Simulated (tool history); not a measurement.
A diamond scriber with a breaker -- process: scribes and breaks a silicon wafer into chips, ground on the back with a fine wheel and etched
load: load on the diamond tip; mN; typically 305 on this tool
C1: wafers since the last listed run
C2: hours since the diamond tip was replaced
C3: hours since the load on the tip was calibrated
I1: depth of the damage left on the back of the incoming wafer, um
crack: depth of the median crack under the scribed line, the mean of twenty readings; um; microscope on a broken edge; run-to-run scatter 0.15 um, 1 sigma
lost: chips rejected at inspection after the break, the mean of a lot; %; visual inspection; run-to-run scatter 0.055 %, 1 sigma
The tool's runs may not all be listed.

{"run": 1, "hour": 0.0, "load": 305, "C1": 0, "C2": 183.8, "C3": 163, "I1": 0.41, "crack": 11.38, "lost": 1.32}
{"run": 2, "hour": 12.8, "load": 305, "C1": 15, "C2": 196.6, "C3": 175.8, "I1": 0.62, "crack": 11.03, "lost": 1.28}
{"run": 3, "hour": 27.1, "load": 283, "C1": 17, "C2": 210.9, "C3": 190.1, "I1": 0.65, "crack": 10.24, "lost": 3.49}
{"run": 4, "hour": 36.1, "load": 283, "C1": 10, "C2": 219.9, "C3": 199.1, "I1": 0.79, "crack": 10.56, "lost": 3.6}
{"run": 5, "hour": 43.8, "load": 237, "C1": 9, "C2": 227.6, "C3": 206.8, "I1": 0.5, "crack": 8.15, "lost": 16.24}
{"run": 6, "hour": 53.4, "load": 237, "C1": 11, "C2": 237.2, "C3": 216.4, "I1": 0.44, "crack": 8.08, "lost": 17.46}
{"run": 7, "hour": 80.5, "load": 237, "C1": 32, "C2": 264.3, "C3": 243.5, "I1": 0.32, "crack": 8.05, "lost": 15.73}
{"run": 8, "hour": 89.6, "load": 305, "C1": 10, "C2": 273.4, "C3": 252.6, "I1": 0.8, "crack": 11.21, "lost": 1.6}
{"run": 9, "hour": 97.4, "load": 305, "C1": 9, "C2": 281.2, "C3": 260.4, "I1": 0.66, "crack": 10.95, "lost": 1.63}
{"run": 10, "hour": 109.5, "load": 305, "C1": 14, "C2": 293.3, "C3": 272.5, "I1": 0.41, "crack": 11.34, "lost": 1.64}
{"run": 11, "hour": 120.3, "load": 305, "C1": 12, "C2": 304.1, "C3": 283.3, "I1": 0.54, "crack": 11.36, "lost": 1.48}
{"run": 12, "hour": 132.2, "load": 305, "C1": 14, "C2": 316, "C3": 295.2, "I1": 0.34, "crack": 10.95, "lost": 1.46}
{"run": 13, "hour": 141.0, "load": 377, "C1": 10, "C2": 324.8, "C3": 304, "I1": 0.44, "crack": 13.52, "lost": 3.88}
{"run": 14, "hour": 169.1, "load": 331, "C1": 33, "C2": 352.9, "C3": 332.1, "I1": 0.33, "crack": 12.13, "lost": 0.98}
{"run": 15, "hour": 180.3, "load": 305, "C1": 13, "C2": 364.1, "C3": 343.3, "I1": 0.59, "crack": 11.15, "lost": 1.67}
{"run": 16, "hour": 186.9, "load": 250, "C1": 7, "C2": 370.7, "C3": 349.9, "I1": 0.72, "crack": 8.86, "lost": 13.4}
{"run": 17, "hour": 200.9, "load": 376, "C1": 16, "C2": 384.7, "C3": 363.9, "I1": 0.56, "crack": 13.49, "lost": 3.45}
{"run": 18, "hour": 216.2, "load": 305, "C1": 18, "C2": 400, "C3": 379.2, "I1": 0.58, "crack": 11.02, "lost": 1.5}
{"hour": 259.9, "done": "diamond tip replaced by a new one"}
{"run": 19, "hour": 265.3, "load": 238, "C1": 56, "C2": 5.4, "C3": 428.3, "I1": 0.78, "crack": 7.99, "lost": 17.7}
{"run": 20, "hour": 282.6, "load": 305, "C1": 20, "C2": 22.7, "C3": 445.6, "I1": 0.47, "crack": 11.17, "lost": 1.83}
{"run": 21, "hour": 289.8, "load": 328, "C1": 8, "C2": 29.9, "C3": 452.8, "I1": 0.64, "crack": 12.07, "lost": 1.01}
{"run": 22, "hour": 296.5, "load": 253, "C1": 7, "C2": 36.6, "C3": 459.5, "I1": 0.65, "crack": 8.8, "lost": 11.22}
{"run": 23, "hour": 312.9, "load": 387, "C1": 19, "C2": 53, "C3": 475.9, "I1": 0.46, "crack": 14.25, "lost": 4.25}
{"hour": 321.0, "done": "load on the tip recalibrated"}
{"run": 24, "hour": 330.1, "load": 345, "C1": 18, "C2": 70.2, "C3": 9.1, "I1": 0.42, "crack": 13.8, "lost": 3.25}
{"run": 25, "hour": 342.5, "load": 305, "C1": 14, "C2": 82.6, "C3": 21.5, "I1": 0.36, "crack": 11.51, "lost": 0.96}
{"run": 26, "hour": 358.5, "load": 375, "C1": 19, "C2": 98.6, "C3": 37.5, "I1": 0.34, "crack": 14.48, "lost": 5.94}
{"run": 27, "hour": 365.9, "load": 305, "C1": 8, "C2": 106, "C3": 44.9, "I1": 0.58, "crack": 12.01, "lost": 0.98}
{"run": 28, "hour": 375.7, "load": 331, "C1": 11, "C2": 115.8, "C3": 54.7, "I1": 0.39, "crack": 12.69, "lost": 1.6}
{"run": 29, "hour": 386.0, "load": 351, "C1": 12, "C2": 126.1, "C3": 65, "I1": 0.7, "crack": 13.85, "lost": 2.98}
{"run": 30, "hour": 426.3, "load": 387, "C1": 47, "C2": 166.4, "C3": 105.3, "I1": 0.61, "crack": 14.97, "lost": 6.66}
{"run": 31, "hour": 437.0, "load": 280, "C1": 12, "C2": 177.1, "C3": 116, "I1": 0.79, "crack": 10.15, "lost": 3.09}

Alternative continuations, all from the tool just after run 31; predict every row:
{"run": "A", "hour": 437.7, "load": 282, "C1": 0, "C2": 177.8, "C3": 116.7, "I1": 0.48, "crack": "?", "lost": "?"}
{"run": "B", "hour": 437.7, "load": 371, "C1": 0, "C2": 177.8, "C3": 116.7, "I1": 0.48, "crack": "?", "lost": "?"}
{"run": "C", "hour": 437.7, "load": 244, "C1": 0, "C2": 177.8, "C3": 116.7, "I1": 0.48, "crack": "?", "lost": "?"}
{"run": "D", "hour": 437.7, "load": 222, "C1": 0, "C2": 177.8, "C3": 116.7, "I1": 0.48, "crack": "?", "lost": "?"}
{"run": "E", "hour": 437.7, "load": 346, "C1": 0, "C2": 177.8, "C3": 116.7, "I1": 0.48, "crack": "?", "lost": "?"}

run=A crack=10.44 lost=2.91
run=B crack=14.09 lost=4.3
run=C crack=8.67 lost=11.96
run=D crack=7.56 lost=22.26
run=E crack=13.12 lost=2.09
Take away the tool's hidden state, keep each run's random variation, and the runs would have read:
run=A crack=10.85 lost=1.93
run=B crack=14.65 lost=5.94
run=C crack=9.01 lost=9.56
run=D crack=7.86 lost=19.14
run=E crack=13.63 lost=3.13
